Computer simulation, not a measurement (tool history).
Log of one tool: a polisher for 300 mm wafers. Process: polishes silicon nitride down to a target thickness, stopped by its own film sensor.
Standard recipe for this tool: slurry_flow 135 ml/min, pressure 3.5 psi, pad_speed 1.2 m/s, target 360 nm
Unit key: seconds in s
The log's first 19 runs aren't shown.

run   hour  slurry_flow  pressure  pad_speed  target  wafers since the last listed run  wafers polished on this pad  hours since the slurry nozzle was cleaned  hours since the head pressure was calibrated  incoming thickness of the incoming film, nm  seconds
     538.9  -- worn pad replaced by a new one
 20  545.1          150       3.5        1.4     360                               122                           44                                      229.1                                         183.5                                        494.4       58
 21  580.8          165       3.5        1.5     397                               256                          301                                      264.8                                         219.2                                        504.9     44.2
 22  617.2          150       2.6       1.38     333                               261                          562                                      301.2                                         255.6                                        492.9     84.8
     642.2  -- slurry nozzle cleaned
 23  649.2          135       3.5        1.2     360                               222                          785                                          7                                         287.6                                        503.6       73
 24  678.6           95         4       1.54     360                               211                          996                                       36.4                                           317                                        494.3     54.5
     689.5  -- worn pad replaced by a new one
 25  702.3          100       4.4       1.38     360                               141                           91                                       60.1                                         340.7                                        496.4     54.8
 26  733.7          105       4.1       1.54     360                               225                          317                                       91.5                                         372.1                                        494.6     52.7
 27  747.7          135       3.5       1.46     403                               100                          417                                      105.5                                         386.1                                        495.7     39.8
 28  773.2          150       3.5        1.2     360                               183                          600                                        131                                         411.6                                        500.9     65.3
 29  798.5          135       3.5        1.2     360                               181                          782                                      156.3                                         436.9                                        497.7     66.4
 30  828.4          115       2.8        0.8     376                               214                          997                                      186.2                                         466.8                                        510.4    105.9

What if the next run were any one of these 3? Each begins from the tool's condition after run 30:
  A  828.8          135       4.7        1.2     360                                 2                          999                                      186.6                                         467.2                                        502.6        ?
  B  828.8          170       3.5        1.2     360                                 2                          999                                      186.6                                         467.2                                        502.6        ?
  C  828.8          135       3.5       1.58     360                                 2                          999                                      186.6                                         467.2                                        502.6        ?

run  seconds
  A     54.6
  B     64.6
  C     55.4
With the hidden condition removed and each run's random variation left untouched, the same runs would have given:
run  seconds
  A     54.6
  B     64.6
  C     55.4
